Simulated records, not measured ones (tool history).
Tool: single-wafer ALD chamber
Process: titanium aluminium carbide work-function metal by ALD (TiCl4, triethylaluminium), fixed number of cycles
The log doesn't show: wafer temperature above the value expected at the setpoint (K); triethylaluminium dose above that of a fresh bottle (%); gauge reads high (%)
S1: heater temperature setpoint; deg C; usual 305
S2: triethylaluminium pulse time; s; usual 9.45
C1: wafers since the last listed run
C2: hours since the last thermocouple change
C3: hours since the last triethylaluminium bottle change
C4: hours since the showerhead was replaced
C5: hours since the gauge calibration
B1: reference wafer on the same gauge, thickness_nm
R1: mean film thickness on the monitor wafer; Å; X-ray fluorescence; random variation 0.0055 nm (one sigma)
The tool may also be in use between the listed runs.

| run | hour | S1 | S2 | C1 | C2 | C3 | C4 | C5 | B1 | R1 |
|---|---|---|---|---|---|---|---|---|---|---|
| 1 | 0 | 309 | 9.45 | 0 | 1176.8 | 539.4 | 6853 | 151.4 | 2.06 | 21.55 |
| 2 | 16.6 | 309 | 9.45 | 259 | 1193.4 | 556 | 6869.6 | 168 | 2.059 | 21.52 |
| 3 | 29.9 | 305 | 9.45 | 208 | 1206.7 | 569.3 | 6882.9 | 181.3 | 2.061 | 21.14 |
| 4 | 40.8 | 305 | 9.45 | 170 | 1217.6 | 580.2 | 6893.8 | 192.2 | 2.06 | 21.17 |
| 5 | 50.6 | 305 | 9.45 | 153 | 1227.4 | 590 | 6903.6 | 202 | 2.062 | 21.07 |
| 6 | 66.5 | 305 | 9.45 | 248 | 1243.3 | 605.9 | 6919.5 | 217.9 | 2.06 | 20.94 |
|  | 71.6 | gauge calibrated |
| 7 | 74.9 | 305 | 9.45 | 131 | 1251.7 | 614.3 | 6927.9 | 3.3 | 2.06 | 20.9 |
|  | 86.3 | showerhead replaced |
| 8 | 86.8 | 305 | 9.45 | 61 | 1263.6 | 626.2 | 0.5 | 15.2 | 2.062 | 20.88 |
| 9 | 98.7 | 305 | 9.45 | 186 | 1275.5 | 638.1 | 12.4 | 27.1 | 2.061 | 20.97 |
| 10 | 107.5 | 305 | 9.45 | 137 | 1284.3 | 646.9 | 21.2 | 35.9 | 2.061 | 20.95 |
| 11 | 124.2 | 313 | 9.45 | 261 | 1301 | 663.6 | 37.9 | 52.6 | 2.06 | 21.53 |

Run 12 comes next. What will it give?
|  | 145.2 | thermocouple changed; heater temperature recalibrated |
|  | 158.8 | triethylaluminium bottle replaced |
| 12 | 159.3 | 300 | 9.45 | 298 | 14.1 | 0.5 | 73 | 87.7 | ? | ? |

B1: 2.06
R1: 21.36 Å
Without the tool's hidden state the same run would have given R1 21.37 Å.

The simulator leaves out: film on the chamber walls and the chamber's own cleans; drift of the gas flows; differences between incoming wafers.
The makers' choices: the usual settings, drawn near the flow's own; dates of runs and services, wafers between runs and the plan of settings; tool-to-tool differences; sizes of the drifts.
